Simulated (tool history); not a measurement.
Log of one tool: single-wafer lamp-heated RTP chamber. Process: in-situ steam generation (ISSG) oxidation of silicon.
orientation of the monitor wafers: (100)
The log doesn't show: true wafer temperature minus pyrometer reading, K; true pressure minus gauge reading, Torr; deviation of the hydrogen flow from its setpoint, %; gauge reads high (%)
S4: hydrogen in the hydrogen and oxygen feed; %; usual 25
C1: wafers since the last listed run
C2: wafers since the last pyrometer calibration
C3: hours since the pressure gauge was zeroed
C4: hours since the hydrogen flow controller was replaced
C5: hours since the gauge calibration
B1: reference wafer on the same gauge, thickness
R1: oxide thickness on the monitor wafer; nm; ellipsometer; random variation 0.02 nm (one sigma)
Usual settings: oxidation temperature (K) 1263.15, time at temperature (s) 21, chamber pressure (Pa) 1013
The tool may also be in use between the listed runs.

run 1 day=0.000 | oxidation_temperature_(K)=1263.15 time_at_temperature_(s)=21 chamber_pressure_(Pa)=1013 S4=25 | C1=0 C2=2383 C3=3315.2 C4=5311.8 C5=153.6 | B1=7.260 | R1=6.395
run 2 day=0.300 | oxidation_temperature_(K)=1263.15 time_at_temperature_(s)=21 chamber_pressure_(Pa)=1013 S4=25 | C1=87 C2=2471 C3=3322.4 C4=5319.0 C5=160.8 | B1=7.259 | R1=6.400
run 3 day=0.667 | oxidation_temperature_(K)=1263.15 time_at_temperature_(s)=21 chamber_pressure_(Pa)=1013 S4=25 | C1=107 C2=2578 C3=3331.2 C4=5327.8 C5=169.6 | B1=7.259 | R1=6.398
run 4 day=1.338 | oxidation_temperature_(K)=1263.15 time_at_temperature_(s)=21 chamber_pressure_(Pa)=1013 S4=25 | C1=195 C2=2774 C3=3347.3 C4=5343.9 C5=185.7 | B1=7.260 | R1=6.411
run 5 day=1.704 | oxidation_temperature_(K)=1263.15 time_at_temperature_(s)=21 chamber_pressure_(Pa)=1013 S4=25 | C1=107 C2=2881 C3=3356.1 C4=5352.7 C5=194.5 | B1=7.256 | R1=6.401
run 6 day=2.296 | oxidation_temperature_(K)=1253.15 time_at_temperature_(s)=21 chamber_pressure_(Pa)=1013 S4=22 | C1=172 C2=3054 C3=3370.3 C4=5366.9 C5=208.7 | B1=7.257 | R1=5.954
-- day=3.183 pressure gauge zeroed
run 7 day=4.296 | oxidation_temperature_(K)=1253.15 time_at_temperature_(s)=21 chamber_pressure_(Pa)=1013 S4=22 | C1=486 C2=3540 C3=26.7 C4=5414.9 C5=256.7 | B1=7.261 | R1=6.000
run 8 day=5.017 | oxidation_temperature_(K)=1253.15 time_at_temperature_(s)=21 chamber_pressure_(Pa)=1013 S4=22 | C1=210 C2=3751 C3=44.0 C4=5432.2 C5=274.0 | B1=7.260 | R1=6.000
run 9 day=5.417 | oxidation_temperature_(K)=1263.15 time_at_temperature_(s)=21 chamber_pressure_(Pa)=1053 S4=25 | C1=116 C2=3867 C3=53.6 C4=5441.8 C5=283.6 | B1=7.265 | R1=6.442
run 10 day=5.746 | oxidation_temperature_(K)=1263.15 time_at_temperature_(s)=21 chamber_pressure_(Pa)=1053 S4=25 | C1=96 C2=3964 C3=61.5 C4=5449.7 C5=291.5 | B1=7.252 | R1=6.466
-- day=6.417 pyrometer window cleaned and pyrometer calibrated
run 11 day=6.458 | oxidation_temperature_(K)=1263.15 time_at_temperature_(s)=21 chamber_pressure_(Pa)=1053 S4=25 | C1=110 C2=11 C3=78.6 C4=5466.8 C5=308.6 | B1=7.264 | R1=6.283
run 12 day=6.883 | oxidation_temperature_(K)=1263.15 time_at_temperature_(s)=15 chamber_pressure_(Pa)=960 S4=25 | C1=124 C2=135 C3=88.8 C4=5477.0 C5=318.8 | B1=7.262 | R1=5.418
run 13 day=7.342 | oxidation_temperature_(K)=1263.15 time_at_temperature_(s)=21 chamber_pressure_(Pa)=1187 S4=25 | C1=133 C2=269 C3=99.8 C4=5488.0 C5=329.8 | B1=7.264 | R1=6.268
run 14 day=8.050 | oxidation_temperature_(K)=1263.15 time_at_temperature_(s)=21 chamber_pressure_(Pa)=1013 S4=25 | C1=206 C2=476 C3=116.8 C4=5505.0 C5=346.8 | B1=7.262 | R1=6.323
run 15 day=8.492 | oxidation_temperature_(K)=1263.15 time_at_temperature_(s)=21 chamber_pressure_(Pa)=1013 S4=25 | C1=128 C2=605 C3=127.4 C4=5515.6 C5=357.4 | B1=7.259 | R1=6.348
run 16 day=8.888 | oxidation_temperature_(K)=1263.15 time_at_temperature_(s)=28 chamber_pressure_(Pa)=1013 S4=25 | C1=115 C2=720 C3=136.9 C4=5525.1 C5=366.9 | B1=7.265 | R1=7.266
run 17 day=9.200 | oxidation_temperature_(K)=1251.15 time_at_temperature_(s)=29 chamber_pressure_(Pa)=920 S4=15 | C1=91 C2=812 C3=144.4 C4=5532.6 C5=374.4 | B1=7.254 | R1=6.214
run 18 day=9.679 | oxidation_temperature_(K)=1263.15 time_at_temperature_(s)=21 chamber_pressure_(Pa)=1160 S4=32 | C1=139 C2=952 C3=155.9 C4=5544.1 C5=385.9 | B1=7.264 | R1=6.728
run 19 day=9.983 | oxidation_temperature_(K)=1263.15 time_at_temperature_(s)=28 chamber_pressure_(Pa)=920 S4=25 | C1=88 C2=1040 C3=163.2 C4=5551.4 C5=393.2 | B1=7.255 | R1=7.189
run 20 day=10.658 | oxidation_temperature_(K)=1251.15 time_at_temperature_(s)=14 chamber_pressure_(Pa)=920 S4=22 | C1=197 C2=1237 C3=179.4 C4=5567.6 C5=409.4 | B1=7.260 | R1=4.915
-- day=11.188 hydrogen flow controller replaced
run 21 day=11.283 | oxidation_temperature_(K)=1277.15 time_at_temperature_(s)=21 chamber_pressure_(Pa)=1013 S4=25 | C1=85 C2=1323 C3=194.4 C4=2.3 C5=424.4 | B1=7.260 | R1=6.712
run 22 day=11.562 | oxidation_temperature_(K)=1263.15 time_at_temperature_(s)=21 chamber_pressure_(Pa)=1013 S4=32 | C1=81 C2=1404 C3=201.1 C4=9.0 C5=431.1 | B1=7.263 | R1=6.816
run 23 day=12.258 | oxidation_temperature_(K)=1263.15 time_at_temperature_(s)=21 chamber_pressure_(Pa)=1013 S4=25 | C1=203 C2=1607 C3=217.8 C4=25.7 C5=447.8 | B1=7.262 | R1=6.369
run 24 day=12.625 | oxidation_temperature_(K)=1247.15 time_at_temperature_(s)=28 chamber_pressure_(Pa)=1013 S4=19 | C1=107 C2=1714 C3=226.6 C4=34.5 C5=456.6 | B1=7.261 | R1=6.383
-- day=12.862 gauge calibrated
run 25 day=13.125 | oxidation_temperature_(K)=1263.15 time_at_temperature_(s)=29 chamber_pressure_(Pa)=1013 S4=28 | C1=145 C2=1860 C3=238.6 C4=46.5 C5=6.3 | B1=7.253 | R1=7.631
run 26 day=13.729 | oxidation_temperature_(K)=1263.15 time_at_temperature_(s)=21 chamber_pressure_(Pa)=1013 S4=25 | C1=176 C2=2037 C3=253.1 C4=61.0 C5=20.8 | B1=7.254 | R1=6.370
run 27 day=14.017 | oxidation_temperature_(K)=1254.15 time_at_temperature_(s)=21 chamber_pressure_(Pa)=1067 S4=30 | C1=83 C2=2121 C3=260.0 C4=67.9 C5=27.7 | B1=7.259 | R1=6.457
run 28 day=14.712 | oxidation_temperature_(K)=1251.15 time_at_temperature_(s)=26 chamber_pressure_(Pa)=1013 S4=32 | C1=203 C2=2324 C3=276.7 C4=84.6 C5=44.4 | B1=7.254 | R1=7.158
run 29 day=14.967 | oxidation_temperature_(K)=1254.15 time_at_temperature_(s)=21 chamber_pressure_(Pa)=920 S4=25 | C1=74 C2=2398 C3=282.8 C4=90.7 C5=50.5 | B1=7.254 | R1=6.118
run 30 day=15.683 | oxidation_temperature_(K)=1263.15 time_at_temperature_(s)=13 chamber_pressure_(Pa)=1013 S4=25 | C1=209 C2=2607 C3=300.0 C4=107.9 C5=67.7 | B1=7.255 | R1=5.207

Run 31 comes next. What will it give?
run 31 day=16.400 | oxidation_temperature_(K)=1263.15 time_at_temperature_(s)=21 chamber_pressure_(Pa)=1013 S4=25 | C1=209 C2=2816 C3=317.2 C4=125.1 C5=84.9 | B1=? | R1=?

{"run 31": {"B1": 7.255, "R1": 6.429}}
Without the tool's hidden state the same run would have given R1 6.292 nm.
